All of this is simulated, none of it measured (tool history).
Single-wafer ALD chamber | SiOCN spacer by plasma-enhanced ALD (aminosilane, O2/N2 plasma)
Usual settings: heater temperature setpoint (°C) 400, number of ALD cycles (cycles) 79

run,hour,heater temperature setpoint (°C),number of ALD cycles (cycles),"read-back reference wafer on the same gauge, thickness_nm",mean film thickness on the monitor wafer (Å)
1,0,400,68,4.353,40.46
2,99.4,392,75,4.351,44.27
3,155.8,400,79,4.349,46.52
4,219.4,408,79,4.347,45.79
5,263.8,400,79,4.353,46.81
6,351.3,400,79,4.351,46.59
7,445.8,400,91,4.353,53.97
8,532.8,400,86,4.352,50.65
9,569.5,400,86,4.351,51.3
10,663.5,400,86,4.35,51
11,738.5,405,79,4.351,46.51
12,833.2,405,79,4.348,46.72
13,888.5,405,79,4.348,46.19
14,1076,392,79,4.35,46.68
15,1147.9,411,79,4.347,45.37
16,1241.5,411,79,4.349,45.31
# hour 1334: thermocouple changed; heater temperature recalibrated
17,1334.5,400,79,4.35,47.09
18,1376.4,400,79,4.352,47.06
19,1425.5,400,79,4.351,46.76
20,1495.5,400,79,4.348,46.93
21,1600.5,400,79,4.349,47.13
# hour 1603.4: gauge calibrated
22,1638.1,400,79,4.349,46.68
23,1700.3,405,63,4.348,36.83
24,1754.5,395,84,4.348,49.6
25,1800.2,400,79,4.35,46.65
26,1853.5,406,90,4.352,52.65
27,1920.2,412,86,4.347,49.38
28,1996.7,410,73,4.355,42.14
29,2062.6,395,73,4.356,43.45
30,2148.1,400,79,4.35,47.23
31,2246.9,391,70,4.349,41.56
32,2312.5,400,79,4.351,46.74
33,2354.4,400,69,4.353,41.08
34,2445.3,392,72,4.349,42.64
35,2486.1,408,67,4.351,38.84
36,2571.4,400,79,4.351,46.54
37,2628.2,406,67,4.35,39.03
38,2715.3,400,79,4.348,47.01
39,2807.5,410,72,4.349,41.71
40,2870.7,400,89,4.352,52.69
41,2926.8,393,86,4.35,50.8
42,3189.8,392,88,4.351,52.32
43,3233.3,413,72,4.348,40.98
44,3297.8,400,79,4.348,47.27
45,3378.1,400,74,4.349,44.24
46,3429.5,412,71,4.35,41.03

Forecast each of these 5 alternatives for the next run:
A,3430.1,400,90,?,?
B,3430.1,400,64,?,?
C,3430.1,406,79,?,?
D,3430.1,389,90,?,?
E,3430.1,404,79,?,?

run,"read-back reference wafer on the same gauge, thickness_nm",mean film thickness on the monitor wafer (Å)
A,4.348,53.49
B,4.348,38.04
C,4.348,46.21
D,4.348,53.49
E,4.348,46.46
Without the tool's hidden state the same runs would have given:
run,mean film thickness on the monitor wafer (Å)
A,53.49
B,38.04
C,46.21
D,53.49
E,46.46
